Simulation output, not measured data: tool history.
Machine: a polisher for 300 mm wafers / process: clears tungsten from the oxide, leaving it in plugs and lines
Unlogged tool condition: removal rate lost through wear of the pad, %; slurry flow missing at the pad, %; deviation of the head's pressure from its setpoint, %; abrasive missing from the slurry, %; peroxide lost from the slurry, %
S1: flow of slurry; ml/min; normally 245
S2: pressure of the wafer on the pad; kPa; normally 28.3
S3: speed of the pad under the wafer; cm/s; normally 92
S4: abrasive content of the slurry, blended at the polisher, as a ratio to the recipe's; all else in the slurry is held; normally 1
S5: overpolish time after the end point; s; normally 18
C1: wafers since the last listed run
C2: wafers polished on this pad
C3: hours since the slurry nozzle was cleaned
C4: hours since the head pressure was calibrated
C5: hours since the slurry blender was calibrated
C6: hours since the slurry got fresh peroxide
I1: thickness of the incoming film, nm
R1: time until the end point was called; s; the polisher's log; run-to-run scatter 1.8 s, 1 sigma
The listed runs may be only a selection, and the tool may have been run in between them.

Run 1, day 0: usual settings; C1 0; C2 730; C3 610.1; C4 798; C5 15.6; C6 128.6; I1 468.1. Result: R1 97.9 s.
At day 0.483: slurry tank refilled with fresh slurry and peroxide.
Run 2, day 0.667: usual settings; C1 151; C2 881; C3 626.1; C4 814; C5 31.6; C6 4.4; I1 471.9. Result: R1 102.3 s.
Run 3, day 2.071: usual settings but S5 26 s; C1 340; C2 1222; C3 659.8; C4 847.7; C5 65.3; C6 38.1; I1 471.6. Result: R1 104.8 s.
Run 4, day 2.629: usual settings but S5 26 s; C1 135; C2 1357; C3 673.2; C4 861.1; C5 78.7; C6 51.5; I1 472.2. Result: R1 106.7 s.
At day 2.817: worn pad replaced by a new one.
Run 5, day 3.542: usual settings; C1 180; C2 175; C3 695.1; C4 883; C5 100.6; C6 73.4; I1 467.9. Result: R1 95.8 s.
Run 6, day 4.667: usual settings; C1 272; C2 448; C3 722.1; C4 910; C5 127.6; C6 100.4; I1 469.6. Result: R1 99 s.
Run 7, day 5.342: usual settings; C1 163; C2 611; C3 738.3; C4 926.2; C5 143.8; C6 116.6; I1 468.2. Result: R1 105 s.
Run 8, day 5.921: usual settings; C1 140; C2 752; C3 752.2; C4 940.1; C5 157.7; C6 130.5; I1 474.8. Result: R1 108.6 s.
At day 6.933: slurry tank refilled with fresh slurry and peroxide.
Run 9, day 6.988: usual settings but S4 1.2; C1 248; C2 1000; C3 777.8; C4 965.7; C5 183.3; C6 1.3; I1 470.1. Result: R1 107.3 s.
At day 7.771: slurry blender recalibrated.
At day 8.333: worn pad replaced by a new one.
Run 10, day 8.479: usual settings but S4 1.2; C1 300; C2 35; C3 813.6; C4 1001.5; C5 17; C6 37.1; I1 466.4. Result: R1 84.8 s.
Run 11, day 9.846: usual settings but S1 175 ml/min; C1 331; C2 366; C3 846.4; C4 1034.3; C5 49.8; C6 69.9; I1 469.2. Result: R1 99.3 s.
Run 12, day 11.325: usual settings but S1 280 ml/min, S2 22.8 kPa, S5 8 s; C1 358; C2 724; C3 881.9; C4 1069.8; C5 85.3; C6 105.4; I1 463.3. Result: R1 121.1 s.
Run 13, day 12.021: usual settings but S1 195 ml/min, S5 22 s; C1 168; C2 893; C3 898.6; C4 1086.5; C5 102; C6 122.1; I1 468.6. Result: R1 101.1 s.
Run 14, day 13.175: usual settings; C1 279; C2 1172; C3 926.3; C4 1114.2; C5 129.7; C6 149.8; I1 477.5. Result: R1 107.5 s.
At day 13.421: slurry tank refilled with fresh slurry and peroxide.
At day 14.229: slurry nozzle cleaned.
Run 15, day 14.492: usual settings but S1 325 ml/min, S3 122 cm/s, S5 8 s; C1 298; C2 1471; C3 6.3; C4 1145.8; C5 161.3; C6 25.7; I1 462.3. Result: R1 81.2 s.
At day 14.838: worn pad replaced by a new one.
Run 16, day 15.962: usual settings but S1 180 ml/min, S5 26 s; C1 316; C2 272; C3 41.6; C4 1181.1; C5 196.6; C6 61; I1 471.2. Result: R1 112.5 s.
At day 16.942: slurry blender recalibrated.
Run 17, day 17.396: usual settings; C1 327; C2 599; C3 76; C4 1215.5; C5 10.9; C6 95.4; I1 475. Result: R1 101 s.
Run 18, day 17.912: usual settings but S1 180 ml/min, S3 72 cm/s, S4 1.1, S5 11 s; C1 125; C2 724; C3 88.4; C4 1227.9; C5 23.3; C6 107.8; I1 479.1. Result: R1 126.6 s.
At day 18.767: head pressure recalibrated.
Run 19, day 19.358: usual settings but S1 285 ml/min, S2 25.5 kPa, S3 120 cm/s, S4 0.8; C1 330; C2 1054; C3 123.1; C4 14.2; C5 58; C6 142.5; I1 467.9. Result: R1 90.9 s.
Run 20, day 19.95: usual settings; C1 143; C2 1198; C3 137.3; C4 28.4; C5 72.2; C6 156.7; I1 475.3. Result: R1 105.9 s.
At day 20.15: slurry tank refilled with fresh slurry and peroxide.
At day 20.229: worn pad replaced by a new one.
Run 21, day 20.904: usual settings but S1 300 ml/min, S3 118 cm/s, S4 0.85, S5 9 s; C1 202; C2 163; C3 160.2; C4 51.3; C5 95.1; C6 18.1; I1 466.6. Result: R1 76.5 s.
Run 22, day 22.158: usual settings but S1 325 ml/min, S3 122 cm/s, S5 8 s; C1 303; C2 467; C3 190.3; C4 81.4; C5 125.2; C6 48.2; I1 477.7. Result: R1 74.5 s.
Run 23, day 23.542: usual settings but S2 20.7 kPa, S3 106 cm/s, S4 1.2, S5 15 s; C1 335; C2 802; C3 223.5; C4 114.6; C5 158.4; C6 81.4; I1 469.7. Result: R1 115.7 s.
Run 24, day 24.808: usual settings; C1 306; C2 1109; C3 253.9; C4 145; C5 188.8; C6 111.8; I1 471.9. Result: R1 115.4 s.
Run 25, day 25.629: usual settings but S1 220 ml/min, S2 31.7 kPa, S3 66 cm/s; C1 198; C2 1308; C3 273.6; C4 164.7; C5 208.5; C6 131.5; I1 473.1. Result: R1 153.4 s.

Per-run results on a tool with no hidden state, each run keeping its own random variation:
run     R1
  1   90.1
  2   92.5
  3   90.9
  4   90.8
  5   90.1
  6     89
  7   91.5
  8   91.9
  9   85.2
 10   84.4
 11   95.4
 12  111.2
 13   90.5
 14   91.8
 15   65.1
 16   94.3
 17   93.6
 18  115.8
 19     80
 20   91.3
 21   72.8
 22   67.5
 23     98
 24     91
 25  113.9
